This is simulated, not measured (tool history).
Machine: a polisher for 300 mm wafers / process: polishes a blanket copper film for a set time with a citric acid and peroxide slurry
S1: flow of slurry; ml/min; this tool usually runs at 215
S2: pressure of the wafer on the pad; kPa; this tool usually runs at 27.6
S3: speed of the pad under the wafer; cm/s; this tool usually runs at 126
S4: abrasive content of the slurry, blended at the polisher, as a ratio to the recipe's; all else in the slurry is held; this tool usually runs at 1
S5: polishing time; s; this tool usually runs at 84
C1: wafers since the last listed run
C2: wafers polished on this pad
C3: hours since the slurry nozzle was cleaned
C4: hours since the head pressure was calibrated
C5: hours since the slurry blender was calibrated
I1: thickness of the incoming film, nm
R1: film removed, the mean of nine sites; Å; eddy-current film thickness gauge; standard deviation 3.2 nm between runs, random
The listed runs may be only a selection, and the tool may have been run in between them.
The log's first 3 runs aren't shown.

run,hour,S1,S2,S3,S4,S5,C1,C2,C3,C4,C5,I1,R1
4,40.4,215,27.6,126,1,84,99,459,417.2,162,157,1197.4,3356
5,55,215,27.6,126,1,84,88,548,431.8,176.6,171.6,1173.3,3303
6,76.7,215,27.6,126,1,84,130,678,453.5,198.3,193.3,1184.1,3298
7,94.2,215,27.6,126,1,84,105,784,471,215.8,210.8,1208.3,3249
8,102.3,215,27.6,126,1,84,48,833,479.1,223.9,218.9,1193.5,3263
9,110.5,215,31.7,154,1,84,49,883,487.3,232.1,227.1,1198.8,4109
# hour 116.2: worn pad replaced by a new one
10,118.8,215,27.6,126,1,84,25,15,495.6,240.4,235.4,1175,3267
11,133.5,215,27.6,126,1,84,88,104,510.3,255.1,250.1,1176.9,3301
12,143.1,215,27.6,126,1,84,57,162,519.9,264.7,259.7,1205.4,3252
13,160.8,215,27.6,166,1,84,106,269,537.6,282.4,277.4,1180.2,3994
14,170.2,265,34.5,126,0.85,84,56,325,547,291.8,286.8,1170.4,3682
15,179.4,215,21.4,126,0.8,95,55,381,556.2,301,296,1191.1,3020
16,193.3,215,27.6,126,1,84,83,465,570.1,314.9,309.9,1190.1,3249
17,210.8,255,18.6,126,1,84,105,570,587.6,332.4,327.4,1186.8,2595
18,219.9,215,33.1,84,1.25,84,54,625,596.7,341.5,336.5,1184.1,2781

For run 19, what comes out?
# hour 236.1: head pressure recalibrated
# hour 238.2: worn pad replaced by a new one
19,238.7,215,27.6,126,1,84,88,3,615.5,2.6,355.3,1178.9,?

{"run 19": {"R1": 3352}}
If the tool had no hidden condition, the same run with the same run-to-run variation would have returned R1 3344 Å.
